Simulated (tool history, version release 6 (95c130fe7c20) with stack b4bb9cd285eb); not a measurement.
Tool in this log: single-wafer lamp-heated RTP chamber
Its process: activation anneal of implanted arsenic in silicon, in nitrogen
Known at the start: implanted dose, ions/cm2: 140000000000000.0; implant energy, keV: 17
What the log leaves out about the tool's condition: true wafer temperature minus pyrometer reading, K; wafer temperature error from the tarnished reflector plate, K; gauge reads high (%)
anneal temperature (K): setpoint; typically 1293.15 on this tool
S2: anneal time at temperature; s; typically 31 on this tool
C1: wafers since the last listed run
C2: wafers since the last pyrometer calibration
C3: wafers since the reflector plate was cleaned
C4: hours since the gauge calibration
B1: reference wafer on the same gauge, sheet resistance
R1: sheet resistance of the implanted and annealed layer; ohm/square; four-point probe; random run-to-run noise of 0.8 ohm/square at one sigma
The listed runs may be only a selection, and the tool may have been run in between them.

{"run": 1, "hour": 0.0, "anneal temperature (K)": 1293.15, "S2": 19, "C1": 0, "C2": 6163, "C3": 8728, "C4": 902.4, "B1": 571.23, "R1": 546.7}
{"hour": 83.9, "done": "pyrometer window cleaned and pyrometer calibrated"}
{"run": 2, "hour": 84.4, "anneal temperature (K)": 1293.15, "S2": 19, "C1": 1495, "C2": 9, "C3": 10224, "C4": 986.8, "B1": 571.33, "R1": 547.43}
{"run": 3, "hour": 169.6, "anneal temperature (K)": 1293.15, "S2": 19, "C1": 1668, "C2": 1678, "C3": 11892, "C4": 1072.0, "B1": 571.49, "R1": 546.25}
{"hour": 172.6, "done": "gauge calibrated"}
{"run": 4, "hour": 231.9, "anneal temperature (K)": 1304.15, "S2": 31, "C1": 1219, "C2": 2897, "C3": 13112, "C4": 59.3, "B1": 564.88, "R1": 534.87}
{"hour": 298.5, "done": "reflector plate cleaned"}
{"run": 5, "hour": 335.9, "anneal temperature (K)": 1304.15, "S2": 31, "C1": 1879, "C2": 4777, "C3": 732, "C4": 163.3, "B1": 567.18, "R1": 537.46}
{"run": 6, "hour": 392.2, "anneal temperature (K)": 1274.15, "S2": 31, "C1": 1102, "C2": 5880, "C3": 1835, "C4": 219.6, "B1": 567.98, "R1": 541.41}
{"hour": 413.6, "done": "pyrometer window cleaned and pyrometer calibrated"}
{"run": 7, "hour": 486.1, "anneal temperature (K)": 1274.15, "S2": 31, "C1": 1682, "C2": 1420, "C3": 3517, "C4": 313.5, "B1": 568.96, "R1": 545.4}
{"run": 8, "hour": 549.8, "anneal temperature (K)": 1274.15, "S2": 31, "C1": 1247, "C2": 2667, "C3": 4764, "C4": 377.2, "B1": 569.66, "R1": 544.3}
{"run": 9, "hour": 635.7, "anneal temperature (K)": 1293.15, "S2": 31, "C1": 1682, "C2": 4349, "C3": 6446, "C4": 463.1, "B1": 570.57, "R1": 542.72}
{"run": 10, "hour": 704.5, "anneal temperature (K)": 1293.15, "S2": 31, "C1": 1347, "C2": 5696, "C3": 7793, "C4": 531.9, "B1": 570.67, "R1": 542.35}
{"hour": 751.1, "done": "pyrometer window cleaned and pyrometer calibrated"}
{"run": 11, "hour": 775.3, "anneal temperature (K)": 1293.15, "S2": 31, "C1": 1229, "C2": 473, "C3": 9023, "C4": 602.7, "B1": 571.22, "R1": 542.61}
{"run": 12, "hour": 838.0, "anneal temperature (K)": 1293.15, "S2": 31, "C1": 1227, "C2": 1701, "C3": 10250, "C4": 665.4, "B1": 571.6, "R1": 544.41}
{"run": 13, "hour": 893.9, "anneal temperature (K)": 1276.15, "S2": 16, "C1": 1094, "C2": 2796, "C3": 11345, "C4": 721.3, "B1": 571.5, "R1": 548.3}
{"run": 14, "hour": 947.3, "anneal temperature (K)": 1277.15, "S2": 21, "C1": 1045, "C2": 3841, "C3": 12391, "C4": 774.7, "B1": 571.67, "R1": 548.49}
{"hour": 992.8, "done": "reflector plate cleaned"}
{"run": 15, "hour": 1028.6, "anneal temperature (K)": 1293.15, "S2": 46, "C1": 1435, "C2": 5277, "C3": 701, "C4": 856.0, "B1": 571.85, "R1": 539.16}
{"run": 16, "hour": 1132.3, "anneal temperature (K)": 1268.15, "S2": 49, "C1": 2030, "C2": 7307, "C3": 2731, "C4": 959.7, "B1": 572.28, "R1": 545.16}
{"hour": 1175.3, "done": "pyrometer window cleaned and pyrometer calibrated"}
{"run": 17, "hour": 1178.8, "anneal temperature (K)": 1311.15, "S2": 25, "C1": 753, "C2": 68, "C3": 3485, "C4": 1006.2, "B1": 572.09, "R1": 542.11}
{"run": 18, "hour": 1252.8, "anneal temperature (K)": 1293.15, "S2": 31, "C1": 1448, "C2": 1517, "C3": 4934, "C4": 1080.2, "B1": 572.38, "R1": 545.03}
{"hour": 1255.6, "done": "gauge calibrated"}
{"run": 19, "hour": 1333.4, "anneal temperature (K)": 1301.15, "S2": 31, "C1": 1578, "C2": 3095, "C3": 6512, "C4": 77.8, "B1": 565.77, "R1": 535.06}
{"run": 20, "hour": 1428.6, "anneal temperature (K)": 1304.15, "S2": 31, "C1": 1864, "C2": 4959, "C3": 8376, "C4": 173.0, "B1": 567.61, "R1": 537.16}
{"run": 21, "hour": 1475.9, "anneal temperature (K)": 1318.15, "S2": 47, "C1": 926, "C2": 5885, "C3": 9302, "C4": 220.3, "B1": 568.41, "R1": 527.65}
{"run": 22, "hour": 1574.5, "anneal temperature (K)": 1310.15, "S2": 36, "C1": 1930, "C2": 7816, "C3": 11233, "C4": 318.9, "B1": 569.5, "R1": 535.5}
{"hour": 1591.0, "done": "pyrometer window cleaned and pyrometer calibrated"}
{"run": 23, "hour": 1651.7, "anneal temperature (K)": 1312.15, "S2": 19, "C1": 1355, "C2": 1188, "C3": 12588, "C4": 396.1, "B1": 570.59, "R1": 543.04}
{"run": 24, "hour": 1705.6, "anneal temperature (K)": 1284.15, "S2": 21, "C1": 1055, "C2": 2243, "C3": 13644, "C4": 450.0, "B1": 570.75, "R1": 545.81}

3 ways to go on from here, each from the tool as it stands after run 24. What would each give?
{"run": "A", "hour": 1706.0, "anneal temperature (K)": 1293.15, "S2": 31, "C1": 7, "C2": 2251, "C3": 13651, "C4": 450.4, "B1": "?", "R1": "?"}
{"run": "B", "hour": 1706.0, "anneal temperature (K)": 1314.15, "S2": 20, "C1": 7, "C2": 2251, "C3": 13651, "C4": 450.4, "B1": "?", "R1": "?"}
{"run": "C", "hour": 1706.0, "anneal temperature (K)": 1304.15, "S2": 18, "C1": 7, "C2": 2251, "C3": 13651, "C4": 450.4, "B1": "?", "R1": "?"}

run=A B1=570.64 R1=543.29
run=B B1=570.64 R1=542.96
run=C B1=570.64 R1=545.54
Without the tool's unlogged condition, the same runs would have read:
run=A R1=535.93
run=B R1=535.60
run=C R1=538.15
